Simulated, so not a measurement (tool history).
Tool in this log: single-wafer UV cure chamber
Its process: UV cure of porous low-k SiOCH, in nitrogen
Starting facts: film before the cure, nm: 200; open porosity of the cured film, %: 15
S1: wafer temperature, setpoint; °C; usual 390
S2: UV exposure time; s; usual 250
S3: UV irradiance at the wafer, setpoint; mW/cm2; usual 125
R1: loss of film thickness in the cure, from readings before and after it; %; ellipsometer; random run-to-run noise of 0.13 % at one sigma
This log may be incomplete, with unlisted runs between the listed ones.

{"run": 1, "hour": 0.0, "S1": 390, "S2": 315, "S3": 125, "R1": 14.211}
{"run": 2, "hour": 76.2, "S1": 390, "S2": 315, "S3": 125, "R1": 14.053}
{"run": 3, "hour": 131.5, "S1": 390, "S2": 250, "S3": 125, "R1": 12.683}
{"run": 4, "hour": 197.8, "S1": 390, "S2": 250, "S3": 125, "R1": 12.809}
{"run": 5, "hour": 259.4, "S1": 390, "S2": 250, "S3": 125, "R1": 12.61}
{"run": 6, "hour": 351.2, "S1": 401, "S2": 250, "S3": 125, "R1": 12.892}
{"run": 7, "hour": 408.2, "S1": 390, "S2": 250, "S3": 144, "R1": 13.223}
{"run": 8, "hour": 471.8, "S1": 390, "S2": 250, "S3": 143, "R1": 13.316}
{"hour": 519.7, "done": "quartz window cleaned"}
{"hour": 534.7, "done": "UV bulbs replaced"}
{"run": 9, "hour": 604.5, "S1": 390, "S2": 250, "S3": 143, "R1": 13.785}
{"run": 10, "hour": 683.5, "S1": 390, "S2": 250, "S3": 125, "R1": 13.309}
{"run": 11, "hour": 765.7, "S1": 390, "S2": 250, "S3": 125, "R1": 12.923}
{"run": 12, "hour": 857.5, "S1": 390, "S2": 250, "S3": 125, "R1": 13.073}
{"run": 13, "hour": 929.4, "S1": 390, "S2": 250, "S3": 141, "R1": 13.567}
{"run": 14, "hour": 978.3, "S1": 390, "S2": 250, "S3": 141, "R1": 13.518}
{"run": 15, "hour": 1082.8, "S1": 390, "S2": 250, "S3": 125, "R1": 12.985}
{"run": 16, "hour": 1132.4, "S1": 390, "S2": 250, "S3": 125, "R1": 12.806}
{"run": 17, "hour": 1195.9, "S1": 390, "S2": 250, "S3": 125, "R1": 12.842}
{"run": 18, "hour": 1270.4, "S1": 390, "S2": 250, "S3": 125, "R1": 12.729}
{"run": 19, "hour": 1365.6, "S1": 390, "S2": 250, "S3": 125, "R1": 12.825}
{"hour": 1426.8, "done": "quartz window cleaned"}
{"run": 20, "hour": 1496.9, "S1": 390, "S2": 250, "S3": 125, "R1": 12.898}
{"run": 21, "hour": 1537.6, "S1": 390, "S2": 250, "S3": 125, "R1": 12.865}
{"run": 22, "hour": 1586.9, "S1": 390, "S2": 250, "S3": 125, "R1": 12.996}
{"run": 23, "hour": 1666.6, "S1": 390, "S2": 145, "S3": 125, "R1": 10.077}
{"run": 24, "hour": 1757.2, "S1": 390, "S2": 145, "S3": 125, "R1": 10.042}
{"run": 25, "hour": 1852.7, "S1": 405, "S2": 175, "S3": 125, "R1": 11.163}
{"run": 26, "hour": 1956.9, "S1": 390, "S2": 250, "S3": 125, "R1": 12.46}
{"run": 27, "hour": 2005.7, "S1": 390, "S2": 250, "S3": 125, "R1": 12.437}
{"run": 28, "hour": 2083.5, "S1": 374, "S2": 305, "S3": 125, "R1": 13.207}
{"hour": 2114.6, "done": "UV bulbs replaced"}
{"run": 29, "hour": 2173.3, "S1": 390, "S2": 250, "S3": 125, "R1": 12.991}
{"hour": 2189.0, "done": "quartz window cleaned"}
{"run": 30, "hour": 2468.3, "S1": 401, "S2": 370, "S3": 107, "R1": 14.57}
{"run": 31, "hour": 2551.6, "S1": 379, "S2": 115, "S3": 109, "R1": 8.692}
{"run": 32, "hour": 2601.4, "S1": 390, "S2": 250, "S3": 125, "R1": 12.929}
{"run": 33, "hour": 2687.9, "S1": 390, "S2": 325, "S3": 125, "R1": 14.336}
{"run": 34, "hour": 2779.0, "S1": 390, "S2": 250, "S3": 125, "R1": 12.75}
{"run": 35, "hour": 2856.2, "S1": 378, "S2": 205, "S3": 99, "R1": 10.511}
{"run": 36, "hour": 2971.5, "S1": 390, "S2": 250, "S3": 141, "R1": 13.016}
{"hour": 3003.1, "done": "quartz window cleaned"}
{"run": 37, "hour": 3039.7, "S1": 398, "S2": 335, "S3": 103, "R1": 13.402}
{"run": 38, "hour": 3139.8, "S1": 390, "S2": 355, "S3": 125, "R1": 14.254}
{"run": 39, "hour": 3234.8, "S1": 390, "S2": 250, "S3": 125, "R1": 12.687}
{"run": 40, "hour": 3503.6, "S1": 390, "S2": 250, "S3": 125, "R1": 12.466}
{"run": 41, "hour": 3542.2, "S1": 406, "S2": 160, "S3": 98, "R1": 9.679}
{"run": 42, "hour": 3627.2, "S1": 390, "S2": 250, "S3": 125, "R1": 12.492}
{"run": 43, "hour": 3680.9, "S1": 405, "S2": 345, "S3": 138, "R1": 14.59}
{"hour": 3750.9, "done": "quartz window cleaned"}
{"run": 44, "hour": 3751.4, "S1": 385, "S2": 100, "S3": 91, "R1": 6.826}
{"hour": 3784.1, "done": "UV bulbs replaced"}
{"run": 45, "hour": 3826.4, "S1": 390, "S2": 345, "S3": 88, "R1": 13.122}
{"run": 46, "hour": 3875.2, "S1": 404, "S2": 385, "S3": 104, "R1": 14.903}
{"run": 47, "hour": 4036.5, "S1": 396, "S2": 250, "S3": 125, "R1": 13.174}
{"run": 48, "hour": 4126.6, "S1": 390, "S2": 250, "S3": 125, "R1": 12.99}

Here are 5 independent what-if runs from the current tool condition. What would each one return?
{"run": "A", "hour": 4127.1, "S1": 390, "S2": 250, "S3": 125, "R1": "?"}
{"run": "B", "hour": 4127.1, "S1": 390, "S2": 155, "S3": 125, "R1": "?"}
{"run": "C", "hour": 4127.1, "S1": 402, "S2": 360, "S3": 108, "R1": "?"}
{"run": "D", "hour": 4127.1, "S1": 399, "S2": 365, "S3": 155, "R1": "?"}
{"run": "E", "hour": 4127.1, "S1": 397, "S2": 190, "S3": 92, "R1": "?"}

run=A R1=13.225
run=B R1=10.963
run=C R1=14.525
run=D R1=16.337
run=E R1=10.618
Had the tool no hidden state, the same runs would have come out as:
run=A R1=13.391
run=B R1=11.121
run=C R1=14.694
run=D R1=16.508
run=E R1=10.775
